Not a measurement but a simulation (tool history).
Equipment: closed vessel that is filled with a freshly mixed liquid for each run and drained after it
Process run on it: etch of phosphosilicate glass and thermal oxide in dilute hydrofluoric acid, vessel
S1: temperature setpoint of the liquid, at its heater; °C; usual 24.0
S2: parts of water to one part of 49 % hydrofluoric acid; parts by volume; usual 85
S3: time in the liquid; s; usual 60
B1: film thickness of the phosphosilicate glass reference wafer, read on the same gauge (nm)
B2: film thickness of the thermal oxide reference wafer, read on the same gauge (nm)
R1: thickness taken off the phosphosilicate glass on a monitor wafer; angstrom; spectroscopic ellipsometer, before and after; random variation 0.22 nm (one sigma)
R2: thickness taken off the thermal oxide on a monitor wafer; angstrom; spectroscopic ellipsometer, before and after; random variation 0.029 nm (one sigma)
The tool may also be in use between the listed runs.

run	hour	S1	S2	S3	B1	B2	R1	R2
1	0.0	24.0	85	60	129.99	139.975	439.3	32.30
2	72.4	24.0	85	60	129.99	139.979	436.9	32.23
3	138.1	24.0	85	60	129.99	140.001	438.4	32.42
4	237.0	24.0	85	60	130.00	139.986	439.4	32.81
5	305.8	24.0	85	60	130.01	140.000	439.8	32.24
6	356.2	24.0	85	60	129.98	140.015	435.7	32.59
# hour 605.9: hydrofluoric acid flow meter replaced
7	617.2	24.0	75	60	130.00	139.993	508.6	37.37
8	677.0	24.0	85	60	129.99	139.999	440.6	32.87
# hour 728.1: gauge calibrated
# hour 761.5: thermometer replaced
9	768.5	24.0	85	60	130.01	140.002	439.7	32.64
10	868.4	27.0	60	40	129.98	139.973	485.9	36.14
11	915.1	26.5	85	45	130.00	139.995	366.3	27.13
12	1039.7	20.5	115	50	130.00	139.994	226.6	16.98
13	1112.9	28.5	110	45	130.01	139.991	294.3	21.62
14	1175.6	24.0	85	75	130.00	140.012	550.0	40.71
15	1267.5	24.0	85	60	130.02	140.009	440.2	32.18
# hour 1318.1: hydrofluoric acid flow meter replaced
16	1372.7	24.0	85	80	129.99	140.008	591.6	42.57
17	1439.5	24.0	85	60	129.98	140.019	438.4	32.38
18	1530.7	19.5	55	30	130.00	139.987	293.4	21.82
19	1629.4	24.0	85	60	129.98	140.009	442.6	32.90
20	1709.7	21.0	60	75	129.99	140.003	713.7	52.57
21	1807.2	24.0	85	70	130.00	140.002	515.2	37.55
22	1908.4	26.5	100	85	130.00	139.999	572.3	42.08
23	1968.1	24.0	70	50	130.02	139.984	459.3	33.43
# hour 2003.2: hydrofluoric acid flow meter replaced
24	2043.7	28.5	85	60	129.98	140.005	524.3	38.88
# hour 2133.2: thermometer replaced
25	2139.1	24.0	105	90	129.98	139.999	521.4	37.57

Branching from run 25: 4 alternative next runs. What would each branch give?
A	2139.8	24.0	65	60	?	?	?	?
B	2139.8	24.0	110	45	?	?	?	?
C	2139.8	21.5	100	60	?	?	?	?
D	2139.8	26.5	85	60	?	?	?	?

run	B1	B2	R1	R2
A	129.98	140.006	593.5	43.55
B	129.98	140.006	248.6	18.24
C	129.98	140.006	333.9	24.50
D	129.98	140.006	488.4	35.85
What these runs would have given with no unlogged condition in the tool:
run	R1	R2
A	593.5	43.55
B	248.6	18.24
C	333.9	24.50
D	488.4	35.85

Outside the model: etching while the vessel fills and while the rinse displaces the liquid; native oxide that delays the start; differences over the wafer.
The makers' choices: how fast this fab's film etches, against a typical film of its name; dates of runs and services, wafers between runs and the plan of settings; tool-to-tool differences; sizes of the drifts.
